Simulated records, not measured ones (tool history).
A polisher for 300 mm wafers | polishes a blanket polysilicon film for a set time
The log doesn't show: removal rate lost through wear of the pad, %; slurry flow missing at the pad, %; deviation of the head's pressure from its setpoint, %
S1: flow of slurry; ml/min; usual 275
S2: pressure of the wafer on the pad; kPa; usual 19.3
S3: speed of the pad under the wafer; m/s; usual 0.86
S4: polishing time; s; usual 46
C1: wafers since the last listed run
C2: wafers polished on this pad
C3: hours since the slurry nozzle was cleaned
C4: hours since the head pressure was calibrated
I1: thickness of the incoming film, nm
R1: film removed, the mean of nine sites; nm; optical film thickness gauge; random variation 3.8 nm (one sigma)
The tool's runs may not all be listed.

run,hour,S1,S2,S3,S4,C1,C2,C3,C4,I1,R1
1,0,350,19.3,0.86,46,0,429,525.9,1040.4,907.7,266.4
2,42.3,350,19.3,0.86,46,402,832,568.2,1082.7,917.3,263.1
3,53.1,350,19.3,0.86,46,102,935,579,1093.5,906.2,257.4
4,68.8,275,19.3,0.86,46,149,1084,594.7,1109.2,923.8,238.3
# hour 88.5: worn pad replaced by a new one
5,89,275,19.3,0.86,46,154,4,614.9,1129.4,938,225.9
# hour 91.4: slurry nozzle cleaned
6,101.2,275,19.3,0.86,46,106,111,9.8,1141.6,919.3,224.2
7,115.6,275,19.3,0.86,46,137,248,24.2,1156,936.4,225.2
8,128.8,275,19.3,0.86,46,125,374,37.4,1169.2,913.7,223.2
# hour 136.8: worn pad replaced by a new one, repeated, since the last time left the tool worse
9,137.6,195,19.3,0.74,59,45,8,46.2,1178,923.1,281.6
# hour 140.4: head pressure recalibrated
10,148.3,315,22.8,1.08,54,82,90,56.9,7.9,927.3,456.4
11,154.4,245,19.3,0.76,46,58,148,63,14,931,229.4
12,163,365,22.8,0.86,50,81,230,71.6,22.6,926.1,340.9
13,174.8,345,19.3,0.62,57,112,343,83.4,34.4,923.5,233.8
14,184,240,19.3,0.86,59,87,430,92.6,43.6,923.9,326.2
15,197.1,325,13.1,0.86,46,124,555,105.7,56.7,917.3,182

5 ways to go on from here, each from the tool as it stands after run 15. What would each give?
A,197.5,275,19.3,0.86,46,3,559,106.1,57.1,916.6,?
B,197.5,275,24.1,0.56,46,3,559,106.1,57.1,916.6,?
C,197.5,275,23.4,0.74,46,3,559,106.1,57.1,916.6,?
D,197.5,180,16.5,0.86,32,3,559,106.1,57.1,916.6,?
E,197.5,275,23.4,0.56,46,3,559,106.1,57.1,916.6,?

run,R1
A,253.4
B,202.8
C,260.9
D,146.7
E,197.4
Without the tool's hidden state the same runs would have given:
run,R1
A,259.1
B,207.4
C,266.7
D,150
E,201.9
